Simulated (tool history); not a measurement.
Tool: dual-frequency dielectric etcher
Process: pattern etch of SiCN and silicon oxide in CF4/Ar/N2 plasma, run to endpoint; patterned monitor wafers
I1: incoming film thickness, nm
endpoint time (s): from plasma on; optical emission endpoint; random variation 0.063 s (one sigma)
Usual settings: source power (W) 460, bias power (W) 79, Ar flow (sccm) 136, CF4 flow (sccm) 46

Run 1, hour 0.0: usual settings; I1 12.02. Result: endpoint time (s) 15.4.
Run 2, hour 58.2: usual settings; I1 12.02. Result: endpoint time (s) 15.4.
Run 3, hour 150.6: usual settings; I1 11.82. Result: endpoint time (s) 15.2.
At hour 222.4: wet clean of the chamber.
Run 4, hour 222.9: usual settings; I1 12.01. Result: endpoint time (s) 15.4.
At hour 271.5: upper electrode replaced.
Run 5, hour 272.0: usual settings; I1 12.08. Result: endpoint time (s) 15.4.
Run 6, hour 303.9: usual settings; I1 11.93. Result: endpoint time (s) 15.2.
Run 7, hour 367.8: usual settings but Ar flow (sccm) 163; I1 11.95. Result: endpoint time (s) 15.7.
Run 8, hour 429.6: usual settings but Ar flow (sccm) 163; I1 12.05. Result: endpoint time (s) 15.9.
Run 9, hour 490.1: usual settings; I1 12.05. Result: endpoint time (s) 15.2.
At hour 546.5: source power generator calibrated.
Run 10, hour 546.9: usual settings; I1 11.98. Result: endpoint time (s) 15.8.
At hour 609.2: wet clean of the chamber.
Run 11, hour 609.7: usual settings but bias power (W) 94, CF4 flow (sccm) 37; I1 11.98. Result: endpoint time (s) 15.0.
Run 12, hour 667.6: usual settings but CF4 flow (sccm) 50; I1 11.93. Result: endpoint time (s) 15.8.
At hour 678.3: CF4 flow controller replaced.
Run 13, hour 704.2: usual settings but CF4 flow (sccm) 56; I1 11.97. Result: endpoint time (s) 15.6.
At hour 713.9: bias power generator calibrated.
Run 14, hour 793.4: usual settings but source power (W) 540; I1 12.01. Result: endpoint time (s) 13.8.
Run 15, hour 883.7: usual settings but bias power (W) 94, CF4 flow (sccm) 37; I1 11.98. Result: endpoint time (s) 15.1.
Run 16, hour 931.4: usual settings but source power (W) 540, Ar flow (sccm) 117; I1 11.96. Result: endpoint time (s) 13.1.
At hour 988.9: Ar flow controller replaced.
At hour 1001.5: wet clean of the chamber.
Run 17, hour 1015.2: usual settings; I1 12.05. Result: endpoint time (s) 15.7.
Run 18, hour 1064.7: usual settings; I1 11.96. Result: endpoint time (s) 15.6.
Run 19, hour 1134.9: usual settings but source power (W) 410, bias power (W) 71, Ar flow (sccm) 108, CF4 flow (sccm) 54; I1 11.75. Result: endpoint time (s) 16.5.
Run 20, hour 1175.1: usual settings but source power (W) 570, bias power (W) 87, Ar flow (sccm) 157; I1 11.81. Result: endpoint time (s) 12.4.
Run 21, hour 1231.3: usual settings but CF4 flow (sccm) 53; I1 12.09. Result: endpoint time (s) 15.5.
Run 22, hour 1333.7: usual settings but bias power (W) 64; I1 12.00. Result: endpoint time (s) 17.1.
Run 23, hour 1406.3: usual settings but source power (W) 570, Ar flow (sccm) 114, CF4 flow (sccm) 40; I1 12.00. Result: endpoint time (s) 12.3.
Run 24, hour 1453.9: usual settings but bias power (W) 87, CF4 flow (sccm) 43; I1 12.00. Result: endpoint time (s) 14.8.
At hour 1496.1: wet clean of the chamber.
Run 25, hour 1553.9: usual settings but CF4 flow (sccm) 54; I1 12.05. Result: endpoint time (s) 15.3.

Hidden state or all else? Some run-to-run changes of endpoint time (s), split into what the settings, what came in and random variation would give without the hidden state, and what is left for the hidden state (with any gauge scatter that isn't in both results):
The hidden state here: etch rate over this chamber's usual, %; source power that arrives over what is set, %; bias power that arrives over what is set, %; Ar flow that arrives over what is set, %; CF4 flow that arrives over what is set, %.
Run 9 -> 10: source power generator calibrated. endpoint time (s) +0.6: hidden state +0.8, all else -0.2.
Run 16 -> 17: source power (W) 540 -> 460, Ar flow (sccm) 117 -> 136, Ar flow controller replaced, wet clean of the chamber. endpoint time (s) +2.6: hidden state -0.2, all else +2.8.
Run 19 -> 20: source power (W) 410 -> 570, bias power (W) 71 -> 87, Ar flow (sccm) 108 -> 157, CF4 flow (sccm) 54 -> 46. endpoint time (s) -4.1: hidden state +0.0, all else -4.1.
Run 22 -> 23: source power (W) 460 -> 570, bias power (W) 64 -> 79, Ar flow (sccm) 136 -> 114, CF4 flow (sccm) 46 -> 40. endpoint time (s) -4.8: hidden state +0.1, all else -4.9.
